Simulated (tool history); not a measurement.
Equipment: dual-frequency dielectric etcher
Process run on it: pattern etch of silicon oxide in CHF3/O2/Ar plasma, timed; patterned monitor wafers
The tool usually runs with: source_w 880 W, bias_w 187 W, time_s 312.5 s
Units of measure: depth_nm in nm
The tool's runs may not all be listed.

run   hour  source_w  bias_w  time_s  wafers since the last listed run  hours since the last wet clean  hours since the last source power generator calibration  hours since the last bias power generator calibration  hours since the last upper electrode change  hours since the gauge calibration  read-back reference wafer on the same gauge, depth_nm  depth_nm
  1      0       880     187     292                                 0                           210.5                                                     1612                                                 2856.9                                       3243.3                             1093.8                                                  653.8     607.6
  2   34.6       880     187   312.5                               124                           245.1                                                   1646.6                                                 2891.5                                       3277.9                             1128.4                                                  654.1     649.9
  3   65.6       880     167   312.5                               111                           276.1                                                   1677.6                                                 2922.5                                       3308.9                             1159.4                                                  654.2     624.6
      79.3  -- gauge calibrated
  4   98.1       880     167   312.5                               117                           308.6                                                   1710.1                                                   2955                                       3341.4                               18.8                                                  653.4     628.5
  5  130.5       880     187   312.5                               117                             341                                                   1742.5                                                 2987.4                                       3373.8                               51.2                                                  654.6     648.1
  6  159.1       880     187   312.5                               103                           369.6                                                   1771.1                                                   3016                                       3402.4                               79.8                                                  653.9     653.6
  7  173.9       880     187   312.5                                53                           384.4                                                   1785.9                                                 3030.8                                       3417.2                               94.6                                                  654.5     655.5
  8    199       880     206   275.5                                90                           409.5                                                     1811                                                 3055.9                                       3442.3                              119.7                                                  654.3     590.7
  9  217.6       880     187   312.5                                67                           428.1                                                   1829.6                                                 3074.5                                       3460.9                              138.3                                                  653.8     644.6
 10  247.6       880     199   312.5                               108                           458.1                                                   1859.6                                                 3104.5                                       3490.9                              168.3                                                  654.9     664.3
     288.5  -- wet clean of the chamber
 11    289       780     164   377.5                                62                             0.5                                                     1901                                                 3145.9                                       3532.3                              209.7                                                  653.5     715.6
     303.8  -- source power generator calibrated
 12  304.3       880     187   312.5                                40                            15.8                                                      0.5                                                 3161.2                                       3547.6                                225                                                  653.9     649.9
 13  323.7       880     187   312.5                                70                            35.2                                                     19.9                                                 3180.6                                         3567                              244.4                                                  653.7     651.1
 14  340.8       880     187   281.5                                61                            52.3                                                       37                                                 3197.7                                       3584.1                              261.5                                                  653.6     583.8
 15  362.4      1030     147   236.5                                78                            73.9                                                     58.6                                                 3219.3                                       3605.7                              283.1                                                  653.8     483.8
 16  387.4       880     144   246.5                                90                            98.9                                                     83.6                                                 3244.3                                       3630.7                              308.1                                                  653.8     473.8
 17  408.8       940     164     287                                77                           120.3                                                      105                                                 3265.7                                       3652.1                              329.5                                                  654.3     588.2
       437  -- upper electrode replaced
     440.5  -- bias power generator calibrated
 18    441      1080     156     336                                17                           152.5                                                    137.2                                                    0.5                                            4                              361.7                                                  654.9     715.8
 19    473       880     187   312.5                               115                           184.5                                                    169.2                                                   32.5                                           36                              393.7                                                  654.2     651.5
 20  488.3      1090     187   312.5                                55                           199.8                                                    184.5                                                   47.8                                         51.3                                409                                                  654.1     708.8
 21  519.7       880     187   312.5                               113                           231.2                                                    215.9                                                   79.2                                         82.7                              440.4                                                  653.9     651.4
 22  545.2      1030     213   272.5                                92                           256.7                                                    241.4                                                  104.7                                        108.2                              465.9                                                  654.2     627.2
 23  561.7       740     187   312.5                                59                           273.2                                                    257.9                                                  121.2                                        124.7                              482.4                                                    654     607.3
 24  582.5       790     187   265.5                                75                             294                                                    278.7                                                    142                                        145.5                              503.2                                                  653.5     534.4
 25  613.5       880     200   312.5                               111                             325                                                    309.7                                                    173                                        176.5                              534.2                                                  653.5     667.2
 26  637.5       710     226   240.5                                86                             349                                                    333.7                                                    197                                        200.5                              558.2                                                  654.1     492.6
     683.3  -- wet clean of the chamber
 27  683.8       880     187     232                                80                             0.5                                                      380                                                  243.3                                        246.8                              604.5                                                  653.3     483.4
 28  687.5       760     170     247                                13                             4.2                                                    383.7                                                    247                                        250.5                              608.2                                                  654.2     466.2
 29  710.9       880     212   312.5                                84                            27.6                                                    407.1                                                  270.4                                        273.9                              631.6                                                  654.5     682.4
 30  729.8      1030     170   242.5                                68                            46.5                                                      426                                                  289.3                                        292.8                              650.5                                                  654.6     520.8
 31  762.5       880     187     239                               118                            79.2                                                    458.7                                                    322                                        325.5                              683.2                                                  654.3     499.2

Take each entry between the runs: how does the hidden state at the last listed run before it differ from the hidden state at the first listed run after it?
In the gap between runs 3 and 4: gauge calibrated (hour 79.3)
  no hidden state differs between the two runs
In the gap between runs 10 and 11: wet clean of the chamber (hour 288.5)
  no hidden state differs between the two runs
In the gap between runs 11 and 12: source power generator calibrated (hour 303.8)
  no hidden state differs between the two runs
In the gap between runs 17 and 18: upper electrode replaced (hour 437); bias power generator calibrated (hour 440.5)
  no hidden state differs between the two runs
In the gap between runs 26 and 27: wet clean of the chamber (hour 683.3)
  no hidden state differs between the two runs
